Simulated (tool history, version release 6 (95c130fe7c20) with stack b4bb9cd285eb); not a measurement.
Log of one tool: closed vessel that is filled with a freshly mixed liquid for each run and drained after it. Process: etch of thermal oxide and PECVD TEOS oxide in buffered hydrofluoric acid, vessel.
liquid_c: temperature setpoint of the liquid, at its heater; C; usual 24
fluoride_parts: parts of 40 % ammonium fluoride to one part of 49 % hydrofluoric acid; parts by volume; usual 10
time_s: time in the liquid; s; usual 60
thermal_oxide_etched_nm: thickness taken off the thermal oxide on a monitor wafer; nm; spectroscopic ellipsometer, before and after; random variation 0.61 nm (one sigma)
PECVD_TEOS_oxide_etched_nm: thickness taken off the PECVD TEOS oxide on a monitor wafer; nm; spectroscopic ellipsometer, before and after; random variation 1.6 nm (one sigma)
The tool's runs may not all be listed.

| run | hour | liquid_c | fluoride_parts | time_s | wafers since the last listed run | hours since the thermometer was replaced | hours since the hydrofluoric acid flow meter was replaced | hours since the gauge calibration | read-back film thickness of the thermal oxide reference wafer, read on the same gauge (nm) | read-back film thickness of the PECVD TEOS oxide reference wafer, read on the same gauge (nm) | thermal_oxide_etched_nm | PECVD_TEOS_oxide_etched_nm |
|---|---|---|---|---|---|---|---|---|---|---|---|---|
| 1 | 0 | 24 | 10 | 60 | 0 | 1762.3 | 342.8 | 1692.6 | 119.98 | 90 | 79.74 | 179.07 |
| 2 | 73.1 | 24 | 10 | 60 | 4691 | 1835.4 | 415.9 | 1765.7 | 120 | 89.98 | 80.41 | 179.33 |
| 3 | 172.5 | 24 | 10 | 60 | 6379 | 1934.8 | 515.3 | 1865.1 | 120.01 | 90.01 | 80.29 | 183.08 |
|  | 332.8 | gauge calibrated |
| 4 | 384 | 24 | 10 | 60 | 13574 | 2146.3 | 726.8 | 51.2 | 119.99 | 90.01 | 81.85 | 180.72 |
| 5 | 447 | 24 | 10 | 60 | 4043 | 2209.3 | 789.8 | 114.2 | 120.01 | 90.01 | 82.42 | 184.95 |
|  | 518.4 | hydrofluoric acid flow meter replaced |
| 6 | 518.9 | 24 | 11.5 | 60 | 4550 | 2281.2 | 0.5 | 186.1 | 119.99 | 89.96 | 71 | 160.05 |
|  | 597.9 | thermometer replaced |
| 7 | 610.9 | 24 | 10 | 60 | 5840 | 13 | 92.5 | 278.1 | 120 | 90 | 75.07 | 166.81 |
| 8 | 663.9 | 24 | 10 | 60 | 3401 | 66 | 145.5 | 331.1 | 120 | 90.03 | 76.31 | 167.03 |
| 9 | 753.6 | 26.5 | 6.5 | 45 | 5757 | 155.7 | 235.2 | 420.8 | 120.02 | 89.99 | 96.57 | 215.36 |
| 10 | 806.4 | 28.5 | 7 | 90 | 3388 | 208.5 | 288 | 473.6 | 120.01 | 89.96 | 204.95 | 451.33 |
| 11 | 873.1 | 24 | 10 | 60 | 4280 | 275.2 | 354.7 | 540.3 | 119.99 | 90.02 | 75.23 | 172.23 |
| 12 | 941 | 20 | 10 | 60 | 4357 | 343.1 | 422.6 | 608.2 | 120 | 89.96 | 61.01 | 136.83 |
| 13 | 985.8 | 29 | 10 | 40 | 2875 | 387.9 | 467.4 | 653 | 120 | 89.96 | 66.48 | 149.15 |
| 14 | 1088 | 24 | 10 | 60 | 6559 | 490.1 | 569.6 | 755.2 | 120 | 89.96 | 77.62 | 170.45 |
| 15 | 1157.5 | 24 | 10 | 60 | 4460 | 559.6 | 639.1 | 824.7 | 119.99 | 90.03 | 77.07 | 171.52 |
| 16 | 1197.7 | 24 | 11.5 | 45 | 2580 | 599.8 | 679.3 | 864.9 | 120.01 | 90.01 | 50.53 | 113.55 |
| 17 | 1236.1 | 24 | 13 | 60 | 2464 | 638.2 | 717.7 | 903.3 | 120 | 90.05 | 60.12 | 132.83 |
| 18 | 1280.5 | 19.5 | 9 | 90 | 2849 | 682.6 | 762.1 | 947.7 | 120.01 | 90 | 97.5 | 217.02 |
|  | 1320.3 | hydrofluoric acid flow meter replaced |
| 19 | 1332.1 | 24 | 10 | 30 | 3247 | 734.2 | 11.8 | 999.3 | 119.99 | 89.99 | 38.54 | 85.81 |
| 20 | 1398.7 | 27.5 | 13 | 45 | 4274 | 800.8 | 78.4 | 1065.9 | 120.02 | 90 | 54.31 | 119.88 |
| 21 | 1460.4 | 27 | 8.5 | 85 | 3960 | 862.5 | 140.1 | 1127.6 | 119.98 | 89.99 | 147.86 | 328.82 |
| 22 | 1550.4 | 25.5 | 10 | 80 | 5776 | 952.5 | 230.1 | 1217.6 | 119.97 | 90.01 | 111.78 | 251.59 |
| 23 | 1636.1 | 21.5 | 10 | 45 | 5500 | 1038.2 | 315.8 | 1303.3 | 120 | 90.04 | 51.06 | 112.91 |
| 24 | 1693.5 | 24 | 10 | 60 | 3684 | 1095.6 | 373.2 | 1360.7 | 120 | 89.96 | 78.6 | 174.37 |
| 25 | 1746.4 | 20.5 | 13 | 85 | 3395 | 1148.5 | 426.1 | 1413.6 | 120.01 | 90.02 | 71.41 | 159.06 |
| 26 | 1792.5 | 22 | 12 | 35 | 2958 | 1194.6 | 472.2 | 1459.7 | 120 | 90.01 | 34.64 | 77.24 |
| 27 | 1851.6 | 21 | 8.5 | 60 | 3793 | 1253.7 | 531.3 | 1518.8 | 120.03 | 89.96 | 77.55 | 171.68 |

3 ways to go on from here, each from the tool as it stands after run 27. What would each give?
| A | 1852.3 | 24 | 10 | 60 | 44 | 1254.4 | 532 | 1519.5 | ? | ? | ? | ? |
| B | 1852.3 | 24 | 10 | 80 | 44 | 1254.4 | 532 | 1519.5 | ? | ? | ? | ? |
| C | 1852.3 | 19 | 11 | 30 | 44 | 1254.4 | 532 | 1519.5 | ? | ? | ? | ? |

| run | read-back film thickness of the thermal oxide reference wafer, read on the same gauge (nm) | read-back film thickness of the PECVD TEOS oxide reference wafer, read on the same gauge (nm) | thermal_oxide_etched_nm | PECVD_TEOS_oxide_etched_nm |
|---|---|---|---|---|
| A | 119.98 | 89.96 | 79.67 | 176.39 |
| B | 119.98 | 89.96 | 106.23 | 235.18 |
| C | 119.98 | 89.96 | 27.58 | 61.06 |
Without the tool's hidden state the same runs would have given:
| run | thermal_oxide_etched_nm | PECVD_TEOS_oxide_etched_nm |
|---|---|---|
| A | 74.45 | 164.81 |
| B | 99.26 | 219.75 |
| C | 25.71 | 56.92 |
